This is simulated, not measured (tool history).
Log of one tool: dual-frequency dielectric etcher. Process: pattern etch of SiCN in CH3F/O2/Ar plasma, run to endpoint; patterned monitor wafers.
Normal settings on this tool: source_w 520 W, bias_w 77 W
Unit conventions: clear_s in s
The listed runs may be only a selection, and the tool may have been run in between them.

run	hour	source_w	bias_w	wafers since the last listed run	hours since the last wet clean	hours since the last source power generator calibration	hours since the last bias power generator calibration	hours since the last upper electrode change	incoming incoming film thickness, nm	clear_s
1	0.0	520	77	0	206.1	4600.5	2487.9	2349.3	11.85	26.5
2	13.6	520	77	233	219.7	4614.1	2501.5	2362.9	11.92	26.7
3	23.4	520	77	168	229.5	4623.9	2511.3	2372.7	11.80	26.6
4	35.5	520	77	207	241.6	4636.0	2523.4	2384.8	11.92	27.1
5	48.0	520	77	214	254.1	4648.5	2535.9	2397.3	11.99	27.0
6	64.8	520	77	288	270.9	4665.3	2552.7	2414.1	11.96	27.1
7	72.0	570	77	123	278.1	4672.5	2559.9	2421.3	11.92	26.3
8	83.4	570	77	195	289.5	4683.9	2571.3	2432.7	11.77	25.8
9	92.6	520	73	158	298.7	4693.1	2580.5	2441.9	11.86	27.2
10	107.8	520	77	261	313.9	4708.3	2595.7	2457.1	11.89	27.2
11	124.7	450	77	290	330.8	4725.2	2612.6	2474.0	11.93	28.5
12	131.5	450	77	116	337.6	4732.0	2619.4	2480.8	11.96	28.5
13	146.6	470	87	259	352.7	4747.1	2634.5	2495.9	11.97	27.9
14	160.7	470	87	242	366.8	4761.2	2648.6	2510.0	11.91	27.5
15	173.0	520	77	211	379.1	4773.5	2660.9	2522.3	11.87	27.2
16	214.9	520	77	719	421.0	4815.4	2702.8	2564.2	11.96	27.3
17	229.4	520	77	249	435.5	4829.9	2717.3	2578.7	11.76	26.9
18	238.8	520	77	161	444.9	4839.3	2726.7	2588.1	11.95	27.7
# hour 268.2: upper electrode replaced
19	268.7	520	77	101	474.8	4869.2	2756.6	0.5	11.96	27.5
20	269.0	560	84	5	475.1	4869.5	2756.9	0.8	11.88	26.4
# hour 275.1: bias power generator calibrated
# hour 291.3: source power generator calibrated
# hour 302.8: wet clean of the chamber
21	303.3	520	66	253	0.5	12.0	28.2	35.1	11.93	27.4
22	303.7	560	68	6	0.9	12.4	28.6	35.5	11.98	26.7
23	308.3	520	90	79	5.5	17.0	33.2	40.1	11.87	25.8
24	326.3	460	67	309	23.5	35.0	51.2	58.1	11.96	28.7
25	332.8	520	77	111	30.0	41.5	57.7	64.6	11.91	26.9
26	344.8	480	82	206	42.0	53.5	69.7	76.6	11.90	27.1
27	351.3	520	77	111	48.5	60.0	76.2	83.1	11.81	26.4
28	362.8	640	77	197	60.0	71.5	87.7	94.6	11.99	25.1
29	376.0	560	59	226	73.2	84.7	100.9	107.8	11.94	27.3
30	392.6	430	70	285	89.8	101.3	117.5	124.4	11.93	29.1
31	403.7	480	83	190	100.9	112.4	128.6	135.5	12.05	27.5
32	411.9	560	77	140	109.1	120.6	136.8	143.7	11.88	26.2
33	419.8	520	77	135	117.0	128.5	144.7	151.6	11.85	26.8
34	430.2	550	95	178	127.4	138.9	155.1	162.0	11.86	25.5

Forecast each of these 5 alternatives for the next run:
A	430.6	430	77	6	127.8	139.3	155.5	162.4	11.79	?
B	430.6	600	68	6	127.8	139.3	155.5	162.4	11.79	?
C	430.6	590	91	6	127.8	139.3	155.5	162.4	11.79	?
D	430.6	610	95	6	127.8	139.3	155.5	162.4	11.79	?
E	430.6	430	62	6	127.8	139.3	155.5	162.4	11.79	?

run	clear_s
A	28.5
B	26.0
C	24.8
D	24.4
E	29.5
Had the tool no hidden state, the same runs would have come out as:
run	clear_s
A	28.0
B	25.6
C	24.5
D	24.0
E	29.1
